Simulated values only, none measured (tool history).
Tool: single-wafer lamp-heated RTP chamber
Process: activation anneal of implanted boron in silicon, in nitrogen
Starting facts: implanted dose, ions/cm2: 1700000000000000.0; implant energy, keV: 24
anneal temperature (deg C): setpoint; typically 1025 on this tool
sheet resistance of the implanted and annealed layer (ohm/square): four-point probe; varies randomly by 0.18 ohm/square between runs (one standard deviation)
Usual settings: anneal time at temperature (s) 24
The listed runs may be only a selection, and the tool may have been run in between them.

| run | hour | anneal temperature (deg C) | anneal time at temperature (s) | read-back reference wafer on the same gauge, sheet resistance | sheet resistance of the implanted and annealed layer (ohm/square) |
|---|---|---|---|---|---|
| 1 | 0.0 | 1025 | 24 | 62.80 | 74.37 |
| 2 | 44.3 | 1004 | 24 | 62.79 | 78.00 |
| 3 | 88.4 | 1004 | 24 | 62.79 | 77.86 |
| 4 | 156.8 | 1025 | 24 | 62.77 | 74.03 |
| 5 | 200.8 | 1025 | 24 | 62.77 | 74.31 |
|  | 254.1 | gauge calibrated |
| 6 | 269.7 | 1025 | 24 | 62.81 | 74.11 |
|  | 400.1 | pyrometer window cleaned and pyrometer calibrated |
|  | 428.0 | reflector plate cleaned |
| 7 | 437.3 | 1003 | 24 | 62.80 | 78.26 |
| 8 | 477.7 | 1025 | 35 | 62.81 | 73.26 |
| 9 | 545.5 | 1025 | 24 | 62.75 | 74.41 |
| 10 | 591.8 | 1025 | 24 | 62.79 | 73.97 |
| 11 | 619.1 | 1025 | 14 | 62.84 | 75.01 |
| 12 | 686.9 | 1025 | 24 | 62.81 | 73.80 |
| 13 | 724.7 | 1053 | 13 | 62.82 | 71.81 |
| 14 | 756.0 | 1005 | 31 | 62.81 | 76.55 |
| 15 | 798.2 | 1025 | 24 | 62.79 | 73.70 |
| 16 | 851.9 | 1025 | 24 | 62.81 | 73.51 |
|  | 911.8 | reflector plate cleaned |
| 17 | 912.3 | 1025 | 24 | 62.85 | 74.31 |
| 18 | 965.9 | 1050 | 37 | 62.80 | 70.47 |
| 19 | 1015.3 | 1000 | 24 | 62.78 | 79.33 |
|  | 1022.3 | gauge calibrated |
|  | 1041.4 | pyrometer window cleaned and pyrometer calibrated |
| 20 | 1084.5 | 1053 | 24 | 62.81 | 71.05 |
| 21 | 1138.9 | 1048 | 12 | 62.82 | 72.43 |
| 22 | 1207.5 | 1025 | 16 | 62.83 | 75.21 |
| 23 | 1241.2 | 1009 | 32 | 62.77 | 75.64 |
| 24 | 1315.4 | 1050 | 37 | 62.82 | 70.23 |
| 25 | 1379.7 | 1025 | 33 | 62.80 | 72.46 |

Results for each run, recomputed without the tool's hidden state and with each run's random variation untouched:
The hidden state here: true wafer temperature minus pyrometer reading, K; wafer temperature error from the tarnished reflector plate, K; gauge reads high (%).
| run | sheet resistance of the implanted and annealed layer (ohm/square) |
|---|---|
| 1 | 74.54 |
| 2 | 78.31 |
| 3 | 78.23 |
| 4 | 74.33 |
| 5 | 74.69 |
| 6 | 74.62 |
| 7 | 78.42 |
| 8 | 73.36 |
| 9 | 74.55 |
| 10 | 74.17 |
| 11 | 75.28 |
| 12 | 74.14 |
| 13 | 72.07 |
| 14 | 77.30 |
| 15 | 74.29 |
| 16 | 74.24 |
| 17 | 74.39 |
| 18 | 70.54 |
| 19 | 79.57 |
| 20 | 71.19 |
| 21 | 72.63 |
| 22 | 75.67 |
| 23 | 76.30 |
| 24 | 70.72 |
| 25 | 73.27 |
